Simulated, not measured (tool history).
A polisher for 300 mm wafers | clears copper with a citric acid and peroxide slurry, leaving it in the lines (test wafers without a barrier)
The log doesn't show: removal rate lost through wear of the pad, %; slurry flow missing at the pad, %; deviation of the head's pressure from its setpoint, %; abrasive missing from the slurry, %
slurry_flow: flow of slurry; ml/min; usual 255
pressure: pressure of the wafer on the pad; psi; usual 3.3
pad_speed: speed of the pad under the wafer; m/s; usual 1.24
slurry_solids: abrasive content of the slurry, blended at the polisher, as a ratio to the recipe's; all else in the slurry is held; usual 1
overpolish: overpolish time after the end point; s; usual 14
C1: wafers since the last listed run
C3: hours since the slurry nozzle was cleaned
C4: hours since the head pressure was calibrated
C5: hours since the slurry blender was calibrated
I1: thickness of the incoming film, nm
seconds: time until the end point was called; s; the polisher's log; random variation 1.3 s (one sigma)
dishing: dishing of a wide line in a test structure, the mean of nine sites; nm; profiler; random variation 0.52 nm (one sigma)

{"run": 1, "hour": 0.0, "slurry_flow": 255, "pressure": 3.3, "pad_speed": 1.24, "slurry_solids": 1, "overpolish": 14, "C1": 0, "wafers polished on this pad": 9, "C3": 240.3, "C4": 389.7, "C5": 5.4, "I1": 356.2, "seconds": 98.4, "dishing": 29.8}
{"run": 2, "hour": 26.9, "slurry_flow": 285, "pressure": 3.3, "pad_speed": 1.24, "slurry_solids": 1, "overpolish": 19, "C1": 151, "wafers polished on this pad": 161, "C3": 267.2, "C4": 416.6, "C5": 32.3, "I1": 362.1, "seconds": 97.1, "dishing": 37.3}
{"hour": 80.3, "done": "head pressure recalibrated"}
{"hour": 83.9, "done": "slurry nozzle cleaned"}
{"run": 3, "hour": 84.4, "slurry_flow": 285, "pressure": 3.3, "pad_speed": 1.24, "slurry_solids": 1, "overpolish": 19, "C1": 307, "wafers polished on this pad": 469, "C3": 0.5, "C4": 4.1, "C5": 89.8, "I1": 356.1, "seconds": 94.1, "dishing": 36.2}
{"run": 4, "hour": 110.6, "slurry_flow": 255, "pressure": 3.3, "pad_speed": 1.24, "slurry_solids": 1, "overpolish": 14, "C1": 147, "wafers polished on this pad": 617, "C3": 26.7, "C4": 30.3, "C5": 116, "I1": 362.5, "seconds": 100, "dishing": 29.1}
{"run": 5, "hour": 137.3, "slurry_flow": 255, "pressure": 3.3, "pad_speed": 1.24, "slurry_solids": 1, "overpolish": 14, "C1": 150, "wafers polished on this pad": 767, "C3": 53.4, "C4": 57, "C5": 142.7, "I1": 353.1, "seconds": 98.9, "dishing": 28.3}
{"run": 6, "hour": 185.1, "slurry_flow": 255, "pressure": 3.3, "pad_speed": 1.24, "slurry_solids": 1, "overpolish": 14, "C1": 269, "wafers polished on this pad": 1037, "C3": 101.2, "C4": 104.8, "C5": 190.5, "I1": 360, "seconds": 101.4, "dishing": 29.5}
{"run": 7, "hour": 234.0, "slurry_flow": 255, "pressure": 3.3, "pad_speed": 1.24, "slurry_solids": 1, "overpolish": 14, "C1": 275, "wafers polished on this pad": 1313, "C3": 150.1, "C4": 153.7, "C5": 239.4, "I1": 359.5, "seconds": 102.5, "dishing": 28.6}
{"hour": 366.3, "done": "slurry blender recalibrated"}
{"run": 8, "hour": 379.4, "slurry_flow": 255, "pressure": 3.3, "pad_speed": 1.24, "slurry_solids": 1, "overpolish": 14, "C1": 809, "wafers polished on this pad": 2122, "C3": 295.5, "C4": 299.1, "C5": 13.1, "I1": 354.4, "seconds": 110.1, "dishing": 27.3}
{"hour": 411.2, "done": "worn pad replaced by a new one"}
{"hour": 430.4, "done": "slurry nozzle cleaned"}
{"run": 9, "hour": 447.5, "slurry_flow": 255, "pressure": 3.3, "pad_speed": 1.24, "slurry_solids": 1, "overpolish": 14, "C1": 356, "wafers polished on this pad": 199, "C3": 17.1, "C4": 367.2, "C5": 81.2, "I1": 363, "seconds": 96, "dishing": 30.1}
{"run": 10, "hour": 492.3, "slurry_flow": 255, "pressure": 3.3, "pad_speed": 1.24, "slurry_solids": 1, "overpolish": 14, "C1": 252, "wafers polished on this pad": 451, "C3": 61.9, "C4": 412, "C5": 126, "I1": 362.7, "seconds": 99.2, "dishing": 30.1}
{"run": 11, "hour": 528.5, "slurry_flow": 255, "pressure": 3.3, "pad_speed": 1.24, "slurry_solids": 1, "overpolish": 14, "C1": 204, "wafers polished on this pad": 656, "C3": 98.1, "C4": 448.2, "C5": 162.2, "I1": 367.6, "seconds": 99.2, "dishing": 29.6}
{"hour": 549.6, "done": "head pressure recalibrated"}
{"run": 12, "hour": 575.2, "slurry_flow": 255, "pressure": 3.3, "pad_speed": 1.24, "slurry_solids": 1, "overpolish": 14, "C1": 252, "wafers polished on this pad": 908, "C3": 144.8, "C4": 25.6, "C5": 208.9, "I1": 363.5, "seconds": 103.5, "dishing": 28.1}
{"run": 13, "hour": 619.6, "slurry_flow": 255, "pressure": 3.3, "pad_speed": 1.24, "slurry_solids": 1, "overpolish": 14, "C1": 250, "wafers polished on this pad": 1159, "C3": 189.2, "C4": 70, "C5": 253.3, "I1": 364.1, "seconds": 106.9, "dishing": 28.2}
{"run": 14, "hour": 653.2, "slurry_flow": 255, "pressure": 3.3, "pad_speed": 1.24, "slurry_solids": 1, "overpolish": 14, "C1": 189, "wafers polished on this pad": 1348, "C3": 222.8, "C4": 103.6, "C5": 286.9, "I1": 360.9, "seconds": 102.6, "dishing": 27.8}
{"run": 15, "hour": 694.7, "slurry_flow": 175, "pressure": 4.3, "pad_speed": 1.6, "slurry_solids": 1, "overpolish": 14, "C1": 234, "wafers polished on this pad": 1582, "C3": 264.3, "C4": 145.1, "C5": 328.4, "I1": 357.3, "seconds": 73.4, "dishing": 36.8}
{"hour": 741.3, "done": "slurry blender recalibrated"}
{"hour": 749.4, "done": "worn pad replaced by a new one"}
{"run": 16, "hour": 749.9, "slurry_flow": 255, "pressure": 3.3, "pad_speed": 1.24, "slurry_solids": 1, "overpolish": 14, "C1": 277, "wafers polished on this pad": 2, "C3": 319.5, "C4": 200.3, "C5": 8.6, "I1": 354.9, "seconds": 94.9, "dishing": 30.3}
{"hour": 774.4, "done": "slurry nozzle cleaned"}
{"run": 17, "hour": 839.0, "slurry_flow": 185, "pressure": 3.3, "pad_speed": 1.24, "slurry_solids": 1, "overpolish": 14, "C1": 497, "wafers polished on this pad": 500, "C3": 64.6, "C4": 289.4, "C5": 97.7, "I1": 354.5, "seconds": 102, "dishing": 28.5}
{"run": 18, "hour": 1044.8, "slurry_flow": 200, "pressure": 4.1, "pad_speed": 1.24, "slurry_solids": 1, "overpolish": 14, "C1": 1161, "wafers polished on this pad": 1661, "C3": 270.4, "C4": 495.2, "C5": 303.5, "I1": 366.8, "seconds": 94.1, "dishing": 31.5}
{"run": 19, "hour": 1104.7, "slurry_flow": 200, "pressure": 3.3, "pad_speed": 1.24, "slurry_solids": 0.85, "overpolish": 18, "C1": 338, "wafers polished on this pad": 1999, "C3": 330.3, "C4": 555.1, "C5": 363.4, "I1": 357.9, "seconds": 117, "dishing": 30.9}
{"hour": 1113.9, "done": "head pressure recalibrated"}
{"hour": 1128.5, "done": "worn pad replaced by a new one"}
{"run": 20, "hour": 1149.2, "slurry_flow": 255, "pressure": 3.3, "pad_speed": 1.24, "slurry_solids": 1, "overpolish": 14, "C1": 217, "wafers polished on this pad": 116, "C3": 374.8, "C4": 35.3, "C5": 407.9, "I1": 363.6, "seconds": 95.7, "dishing": 29.9}
{"hour": 1150.7, "done": "slurry nozzle cleaned"}
{"hour": 1174.4, "done": "slurry blender recalibrated"}
{"run": 21, "hour": 1218.1, "slurry_flow": 255, "pressure": 4.1, "pad_speed": 1.24, "slurry_solids": 1, "overpolish": 14, "C1": 371, "wafers polished on this pad": 488, "C3": 67.4, "C4": 104.2, "C5": 43.7, "I1": 359.5, "seconds": 85, "dishing": 33.7}
{"run": 22, "hour": 1281.2, "slurry_flow": 255, "pressure": 3.3, "pad_speed": 1.24, "slurry_solids": 1, "overpolish": 14, "C1": 356, "wafers polished on this pad": 844, "C3": 130.5, "C4": 167.3, "C5": 106.8, "I1": 361, "seconds": 98.1, "dishing": 28.9}
{"run": 23, "hour": 1340.6, "slurry_flow": 255, "pressure": 3.3, "pad_speed": 1.24, "slurry_solids": 1, "overpolish": 14, "C1": 335, "wafers polished on this pad": 1180, "C3": 189.9, "C4": 226.7, "C5": 166.2, "I1": 357.3, "seconds": 104, "dishing": 29.7}
{"run": 24, "hour": 1393.4, "slurry_flow": 255, "pressure": 3.3, "pad_speed": 1.24, "slurry_solids": 1, "overpolish": 14, "C1": 297, "wafers polished on this pad": 1478, "C3": 242.7, "C4": 279.5, "C5": 219, "I1": 364.5, "seconds": 105.7, "dishing": 29.1}
{"run": 25, "hour": 1432.7, "slurry_flow": 170, "pressure": 3.3, "pad_speed": 1.24, "slurry_solids": 0.75, "overpolish": 21, "C1": 221, "wafers polished on this pad": 1699, "C3": 282, "C4": 318.8, "C5": 258.3, "I1": 361.1, "seconds": 124.1, "dishing": 34}
{"run": 26, "hour": 1463.6, "slurry_flow": 255, "pressure": 3.3, "pad_speed": 1.24, "slurry_solids": 1, "overpolish": 7, "C1": 174, "wafers polished on this pad": 1874, "C3": 312.9, "C4": 349.7, "C5": 289.2, "I1": 361, "seconds": 107.3, "dishing": 14.7}
{"run": 27, "hour": 1530.9, "slurry_flow": 215, "pressure": 3, "pad_speed": 1.24, "slurry_solids": 1, "overpolish": 14, "C1": 379, "wafers polished on this pad": 2254, "C3": 380.2, "C4": 417, "C5": 356.5, "I1": 360.4, "seconds": 119.4, "dishing": 25}
{"hour": 1552.7, "done": "slurry blender recalibrated"}
{"hour": 1555.2, "done": "slurry nozzle cleaned"}
{"hour": 1558.5, "done": "worn pad replaced by a new one"}
{"hour": 1578.0, "done": "head pressure recalibrated"}
{"run": 28, "hour": 1578.5, "slurry_flow": 325, "pressure": 4.2, "pad_speed": 1.24, "slurry_solids": 1, "overpolish": 21, "C1": 222, "wafers polished on this pad": 101, "C3": 23.3, "C4": 0.5, "C5": 25.8, "I1": 354, "seconds": 73.8, "dishing": 46.9}
{"run": 29, "hour": 1624.5, "slurry_flow": 255, "pressure": 2.3, "pad_speed": 1.24, "slurry_solids": 1, "overpolish": 8, "C1": 259, "wafers polished on this pad": 361, "C3": 69.3, "C4": 46.5, "C5": 71.8, "I1": 362.3, "seconds": 130.1, "dishing": 14.2}

How the hidden state differs across the entries between the runs, from the last listed run before each to the first after it:
Between runs 2 and 3: head pressure recalibrated (hour 80.3); slurry nozzle cleaned (hour 83.9)
  removal rate lost through wear of the pad, %: 1.91 -> 3.73
  measured less the result without the state, seconds: +1.8 -> +3.5 s; dishing: -0.5 -> -1 nm
Between runs 7 and 8: slurry blender recalibrated (hour 366.3)
  removal rate lost through wear of the pad, %: 8.48 -> 13.1
  measured less the result without the state, seconds: +8.7 -> +14.4 s; dishing: -2.1 -> -3.2 nm
Between runs 8 and 9: worn pad replaced by a new one (hour 411.2); slurry nozzle cleaned (hour 430.4)
  removal rate lost through wear of the pad, %: 13.1 -> 1.31
  measured less the result without the state, seconds: +14.4 -> +1.2 s; dishing: -3.2 -> -0.3 nm
Between runs 11 and 12: head pressure recalibrated (hour 549.6)
  removal rate lost through wear of the pad, %: 3.88 -> 5.36
  measured less the result without the state, seconds: +3.8 -> +5.6 s; dishing: -1 -> -1.2 nm
Between runs 15 and 16: slurry blender recalibrated (hour 741.3); worn pad replaced by a new one (hour 749.4)
  removal rate lost through wear of the pad, %: 9.15 -> 0.34
  measured less the result without the state, seconds: +6.7 -> +0.3 s; dishing: -2.7 -> -0.1 nm
Between runs 16 and 17: slurry nozzle cleaned (hour 774.4)
  removal rate lost through wear of the pad, %: 0.34 -> 3.17
  measured less the result without the state, seconds: +0.3 -> +3.3 s; dishing: -0.1 -> -0.8 nm
Between runs 19 and 20: head pressure recalibrated (hour 1113.9); worn pad replaced by a new one (hour 1128.5)
  removal rate lost through wear of the pad, %: 11.6 -> 0.693
  measured less the result without the state, seconds: +13.6 -> +0.7 s; dishing: -3 -> -0.2 nm
Between runs 20 and 21: slurry nozzle cleaned (hour 1150.7); slurry blender recalibrated (hour 1174.4)
  removal rate lost through wear of the pad, %: 0.693 -> 2.88
  measured less the result without the state, seconds: +0.7 -> +2.4 s; dishing: -0.2 -> -0.8 nm
Between runs 27 and 28: slurry blender recalibrated (hour 1552.7); slurry nozzle cleaned (hour 1555.2); worn pad replaced by a new one (hour 1558.5); head pressure recalibrated (hour 1578)
  removal rate lost through wear of the pad, %: 12.8 -> 0.863
  measured less the result without the state, seconds: +15.3 -> +0.6 s; dishing: -3 -> -0.2 nm
